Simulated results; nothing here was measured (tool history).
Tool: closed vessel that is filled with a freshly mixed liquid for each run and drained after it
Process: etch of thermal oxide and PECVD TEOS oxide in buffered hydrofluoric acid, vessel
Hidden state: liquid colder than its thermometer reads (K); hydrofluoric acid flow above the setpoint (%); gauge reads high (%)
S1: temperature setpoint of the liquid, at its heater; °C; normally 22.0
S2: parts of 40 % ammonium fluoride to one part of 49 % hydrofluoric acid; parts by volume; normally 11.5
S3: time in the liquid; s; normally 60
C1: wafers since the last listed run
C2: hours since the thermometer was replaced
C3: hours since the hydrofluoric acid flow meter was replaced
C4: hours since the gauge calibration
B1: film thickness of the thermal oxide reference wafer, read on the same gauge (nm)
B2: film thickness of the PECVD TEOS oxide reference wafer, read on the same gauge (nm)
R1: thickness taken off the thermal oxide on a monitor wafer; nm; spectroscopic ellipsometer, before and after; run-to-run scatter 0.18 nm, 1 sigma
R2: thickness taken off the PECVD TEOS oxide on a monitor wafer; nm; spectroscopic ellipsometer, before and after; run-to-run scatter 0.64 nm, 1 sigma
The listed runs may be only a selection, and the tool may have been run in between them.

Run 1, hour 0.0: usual settings but S2 14.5 parts by volume; C1 0; C2 554.9; C3 1007.0; C4 361.4; B1 70.02; B2 70.00. Result: R1 45.26 nm, R2 58.99 nm.
Run 2, hour 17.6: usual settings but S2 14.5 parts by volume; C1 2118; C2 572.5; C3 1024.6; C4 379.0; B1 70.00; B2 69.99. Result: R1 45.51 nm, R2 58.97 nm.
Run 3, hour 30.7: usual settings; C1 1577; C2 585.6; C3 1037.7; C4 392.1; B1 70.00; B2 70.00. Result: R1 57.45 nm, R2 73.94 nm.
Run 4, hour 40.9: usual settings; C1 1227; C2 595.8; C3 1047.9; C4 402.3; B1 69.99; B2 70.01. Result: R1 57.20 nm, R2 74.56 nm.
Run 5, hour 81.7: usual settings; C1 4911; C2 636.6; C3 1088.7; C4 443.1; B1 70.01; B2 70.01. Result: R1 57.03 nm, R2 75.14 nm.
Run 6, hour 88.8: usual settings but S1 25.0 °C; C1 854; C2 643.7; C3 1095.8; C4 450.2; B1 69.98; B2 70.01. Result: R1 67.34 nm, R2 87.71 nm.
Run 7, hour 104.2: usual settings but S1 25.0 °C; C1 1853; C2 659.1; C3 1111.2; C4 465.6; B1 69.98; B2 69.96. Result: R1 67.62 nm, R2 86.87 nm.
Run 8, hour 120.7: usual settings but S1 25.0 °C; C1 1986; C2 675.6; C3 1127.7; C4 482.1; B1 70.05; B2 69.99. Result: R1 67.52 nm, R2 86.95 nm.
Run 9, hour 133.5: usual settings; C1 1540; C2 688.4; C3 1140.5; C4 494.9; B1 70.01; B2 70.01. Result: R1 57.11 nm, R2 74.39 nm.
Run 10, hour 150.6: usual settings; C1 2058; C2 705.5; C3 1157.6; C4 512.0; B1 69.99; B2 69.98. Result: R1 57.21 nm, R2 74.83 nm.
Run 11, hour 157.6: usual settings; C1 842; C2 712.5; C3 1164.6; C4 519.0; B1 69.99; B2 69.99. Result: R1 56.93 nm, R2 75.19 nm.
At hour 165.8: gauge calibrated.
Run 12, hour 202.0: usual settings but S1 18.5 °C, S2 15.5 parts by volume; C1 5345; C2 756.9; C3 1209.0; C4 36.2; B1 69.99; B2 69.98. Result: R1 35.06 nm, R2 46.28 nm.
Run 13, hour 216.3: usual settings; C1 1721; C2 771.2; C3 1223.3; C4 50.5; B1 69.95; B2 70.00. Result: R1 56.73 nm, R2 73.85 nm.
Run 14, hour 229.9: usual settings but S1 20.5 °C, S2 15.0 parts by volume, S3 90 s; C1 1637; C2 784.8; C3 1236.9; C4 64.1; B1 70.01; B2 69.96. Result: R1 60.85 nm, R2 78.71 nm.
Run 15, hour 243.9: usual settings but S2 9.5 parts by volume, S3 30 s; C1 1685; C2 798.8; C3 1250.9; C4 78.1; B1 69.96; B2 70.00. Result: R1 33.95 nm, R2 44.46 nm.
At hour 257.8: thermometer replaced.
Run 16, hour 259.7: usual settings but S1 19.0 °C, S3 90 s; C1 1781; C2 1.9; C3 1266.7; C4 93.9; B1 69.99; B2 70.01. Result: R1 72.73 nm, R2 94.72 nm.
Run 17, hour 273.1: usual settings but S2 14.5 parts by volume, S3 80 s; C1 1613; C2 15.3; C3 1280.1; C4 107.3; B1 70.01; B2 70.02. Result: R1 60.53 nm, R2 80.20 nm.
Run 18, hour 279.9: usual settings but S3 45 s; C1 818; C2 22.1; C3 1286.9; C4 114.1; B1 69.96; B2 70.01. Result: R1 42.91 nm, R2 55.41 nm.
Run 19, hour 295.3: usual settings; C1 1853; C2 37.5; C3 1302.3; C4 129.5; B1 70.01; B2 70.01. Result: R1 56.98 nm, R2 75.08 nm.
At hour 328.9: hydrofluoric acid flow meter replaced.
Run 20, hour 331.8: usual settings but S1 19.0 °C, S3 90 s; C1 4273; C2 74.0; C3 2.9; C4 166.0; B1 69.97; B2 70.02. Result: R1 72.45 nm, R2 94.49 nm.
Run 21, hour 347.7: usual settings but S3 80 s; C1 1914; C2 89.9; C3 18.8; C4 181.9; B1 69.99; B2 70.00. Result: R1 76.34 nm, R2 100.44 nm.
Run 22, hour 354.0: usual settings but S1 24.5 °C, S2 14.0 parts by volume, S3 80 s; C1 758; C2 96.2; C3 25.1; C4 188.2; B1 70.00; B2 69.99. Result: R1 72.12 nm, R2 95.41 nm.
Run 23, hour 369.3: usual settings but S1 24.0 °C, S2 15.5 parts by volume, S3 45 s; C1 1841; C2 111.5; C3 40.4; C4 203.5; B1 70.00; B2 70.01. Result: R1 35.61 nm, R2 47.27 nm.
Run 24, hour 387.2: usual settings but S2 13.5 parts by volume, S3 85 s; C1 2154; C2 129.4; C3 58.3; C4 221.4; B1 70.05; B2 69.96. Result: R1 69.14 nm, R2 90.21 nm.
Run 25, hour 403.3: usual settings; C1 1938; C2 145.5; C3 74.4; C4 237.5; B1 70.00; B2 69.97. Result: R1 57.44 nm, R2 74.15 nm.
Run 26, hour 417.0: usual settings; C1 1649; C2 159.2; C3 88.1; C4 251.2; B1 70.03; B2 70.03. Result: R1 57.61 nm, R2 74.10 nm.
Run 27, hour 429.4: usual settings but S2 7.5 parts by volume; C1 1492; C2 171.6; C3 100.5; C4 263.6; B1 69.98; B2 70.00. Result: R1 84.87 nm, R2 111.87 nm.

For each entry between runs, how does the tool's hidden state at the last listed run before it compare with that at the first listed run after it?
Logged between run 11 and run 12: gauge calibrated (hour 165.8)
  both runs share identical hidden conditions
Logged between run 15 and run 16: thermometer replaced (hour 257.8)
  both runs share identical hidden conditions
Logged between run 19 and run 20: hydrofluoric acid flow meter replaced (hour 328.9)
  both runs share identical hidden conditions
